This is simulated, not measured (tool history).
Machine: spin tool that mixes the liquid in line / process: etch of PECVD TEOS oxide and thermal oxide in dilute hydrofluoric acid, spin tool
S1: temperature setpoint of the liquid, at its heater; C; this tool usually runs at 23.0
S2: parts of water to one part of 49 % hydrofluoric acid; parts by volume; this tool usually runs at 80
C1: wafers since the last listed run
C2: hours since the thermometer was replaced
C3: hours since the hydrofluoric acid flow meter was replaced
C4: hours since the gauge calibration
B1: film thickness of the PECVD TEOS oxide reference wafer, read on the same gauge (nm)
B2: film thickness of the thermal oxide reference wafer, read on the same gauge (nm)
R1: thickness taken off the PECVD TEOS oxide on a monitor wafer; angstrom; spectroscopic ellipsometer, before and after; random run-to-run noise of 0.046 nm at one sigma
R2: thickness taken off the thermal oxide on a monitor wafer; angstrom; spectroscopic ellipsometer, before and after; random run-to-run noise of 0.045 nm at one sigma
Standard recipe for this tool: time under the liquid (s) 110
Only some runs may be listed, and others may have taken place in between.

Run 1, hour 0.0: usual settings but time under the liquid (s) 155; C1 0; C2 1621.8; C3 1995.1; C4 23.1; B1 119.98; B2 100.02. Result: R1 192.8 angstrom, R2 102.8 angstrom.
Run 2, hour 7.2: usual settings; C1 67; C2 1629.0; C3 2002.3; C4 30.3; B1 119.99; B2 100.03. Result: R1 136.9 angstrom, R2 72.7 angstrom.
Run 3, hour 15.8: usual settings; C1 80; C2 1637.6; C3 2010.9; C4 38.9; B1 120.00; B2 100.01. Result: R1 136.9 angstrom, R2 73.7 angstrom.
Run 4, hour 22.8: usual settings; C1 65; C2 1644.6; C3 2017.9; C4 45.9; B1 120.00; B2 99.98. Result: R1 137.8 angstrom, R2 74.4 angstrom.
Run 5, hour 34.4: usual settings; C1 108; C2 1656.2; C3 2029.5; C4 57.5; B1 119.99; B2 100.00. Result: R1 136.5 angstrom, R2 74.9 angstrom.
Run 6, hour 72.7: usual settings but S1 19.5 C; C1 359; C2 1694.5; C3 2067.8; C4 95.8; B1 120.01; B2 100.00. Result: R1 120.3 angstrom, R2 63.6 angstrom.
Run 7, hour 81.8: usual settings but S1 19.5 C; C1 85; C2 1703.6; C3 2076.9; C4 104.9; B1 119.99; B2 99.97. Result: R1 120.0 angstrom, R2 64.1 angstrom.
Run 8, hour 94.8: usual settings but S1 19.5 C; C1 122; C2 1716.6; C3 2089.9; C4 117.9; B1 119.99; B2 100.00. Result: R1 120.1 angstrom, R2 64.7 angstrom.
Run 9, hour 104.5: usual settings; C1 91; C2 1726.3; C3 2099.6; C4 127.6; B1 120.00; B2 99.98. Result: R1 137.7 angstrom, R2 75.4 angstrom.
Run 10, hour 116.5: usual settings; C1 112; C2 1738.3; C3 2111.6; C4 139.6; B1 120.01; B2 99.96. Result: R1 138.4 angstrom, R2 73.8 angstrom.
Run 11, hour 133.7: usual settings; C1 161; C2 1755.5; C3 2128.8; C4 156.8; B1 120.01; B2 99.99. Result: R1 138.5 angstrom, R2 74.8 angstrom.
Run 12, hour 148.2: usual settings; C1 136; C2 1770.0; C3 2143.3; C4 171.3; B1 119.99; B2 100.02. Result: R1 138.8 angstrom, R2 74.5 angstrom.
Run 13, hour 164.5: usual settings; C1 153; C2 1786.3; C3 2159.6; C4 187.6; B1 120.03; B2 100.00. Result: R1 138.9 angstrom, R2 76.1 angstrom.
At hour 174.5: thermometer replaced.
Run 14, hour 178.9: usual settings; C1 125; C2 4.4; C3 2174.0; C4 202.0; B1 120.00; B2 99.97. Result: R1 126.6 angstrom, R2 67.9 angstrom.
Run 15, hour 193.6: usual settings but S1 24.5 C, S2 50 parts by volume, time under the liquid (s) 165; C1 137; C2 19.1; C3 2188.7; C4 216.7; B1 120.01; B2 99.99. Result: R1 335.7 angstrom, R2 180.0 angstrom.
Run 16, hour 203.8: usual settings but S1 27.0 C; C1 95; C2 29.3; C3 2198.9; C4 226.9; B1 120.02; B2 100.00. Result: R1 149.3 angstrom, R2 80.2 angstrom.
Run 17, hour 217.7: usual settings but time under the liquid (s) 130; C1 130; C2 43.2; C3 2212.8; C4 240.8; B1 119.99; B2 100.01. Result: R1 150.2 angstrom, R2 80.3 angstrom.
Run 18, hour 226.8: usual settings but S1 18.5 C, S2 50 parts by volume; C1 85; C2 52.3; C3 2221.9; C4 249.9; B1 120.00; B2 100.00. Result: R1 173.7 angstrom, R2 92.9 angstrom.
Run 19, hour 243.1: usual settings; C1 153; C2 68.6; C3 2238.2; C4 266.2; B1 119.97; B2 99.99. Result: R1 128.0 angstrom, R2 67.9 angstrom.
Run 20, hour 259.7: usual settings; C1 155; C2 85.2; C3 2254.8; C4 282.8; B1 120.00; B2 99.98. Result: R1 127.8 angstrom, R2 68.8 angstrom.
At hour 260.9: gauge calibrated.
Run 21, hour 267.4: usual settings but S1 27.0 C, S2 90 parts by volume, time under the liquid (s) 70; C1 72; C2 92.9; C3 2262.5; C4 6.5; B1 119.99; B2 100.00. Result: R1 83.5 angstrom, R2 45.5 angstrom.
Run 22, hour 283.2: usual settings but S1 20.5 C, S2 45 parts by volume, time under the liquid (s) 160; C1 148; C2 108.7; C3 2278.3; C4 22.3; B1 120.00; B2 100.02. Result: R1 308.6 angstrom, R2 167.2 angstrom.
At hour 285.8: hydrofluoric acid flow meter replaced.
Run 23, hour 294.2: usual settings; C1 93; C2 119.7; C3 8.4; C4 33.3; B1 120.03; B2 99.99. Result: R1 114.4 angstrom, R2 60.0 angstrom.
Run 24, hour 301.1: usual settings but S1 27.0 C, S2 65 parts by volume, time under the liquid (s) 165; C1 64; C2 126.6; C3 15.3; C4 40.2; B1 119.96; B2 100.02. Result: R1 251.8 angstrom, R2 134.5 angstrom.
Run 25, hour 315.2: usual settings but S1 19.5 C; C1 132; C2 140.7; C3 29.4; C4 54.3; B1 119.99; B2 100.01. Result: R1 99.6 angstrom, R2 53.9 angstrom.
Run 26, hour 328.6: usual settings but S1 25.5 C, S2 90 parts by volume, time under the liquid (s) 150; C1 125; C2 154.1; C3 42.8; C4 67.7; B1 120.01; B2 100.03. Result: R1 151.7 angstrom, R2 80.3 angstrom.
Run 27, hour 366.1: usual settings but S1 21.5 C, S2 115 parts by volume, time under the liquid (s) 135; C1 352; C2 191.6; C3 80.3; C4 105.2; B1 120.03; B2 100.01. Result: R1 88.2 angstrom, R2 47.4 angstrom.

Each row is a separate what-if for the run after 27, all from the same tool condition, not one after another. Results?
Run A, hour 366.5: usual settings but time under the liquid (s) 50; C1 3; C2 192.0; C3 80.7; C4 105.6; B1 ?; B2 ?. Result: R1 ?, R2 ?.
Run B, hour 366.5: usual settings but S1 26.0 C; C1 3; C2 192.0; C3 80.7; C4 105.6; B1 ?; B2 ?. Result: R1 ?, R2 ?.
Run C, hour 366.5: usual settings but S2 60 parts by volume, time under the liquid (s) 135; C1 3; C2 192.0; C3 80.7; C4 105.6; B1 ?; B2 ?. Result: R1 ?, R2 ?.

run      B1     B2     R1     R2
  A  120.03  99.98   52.2   28.2
  B  120.03  99.98  129.5   70.0
  C  120.03  99.98  192.9  104.2
Without the tool's hidden state the same runs would have given:
run     R1    R2
  A   49.7  26.9
  B  123.3  66.6
  C  183.4  99.1
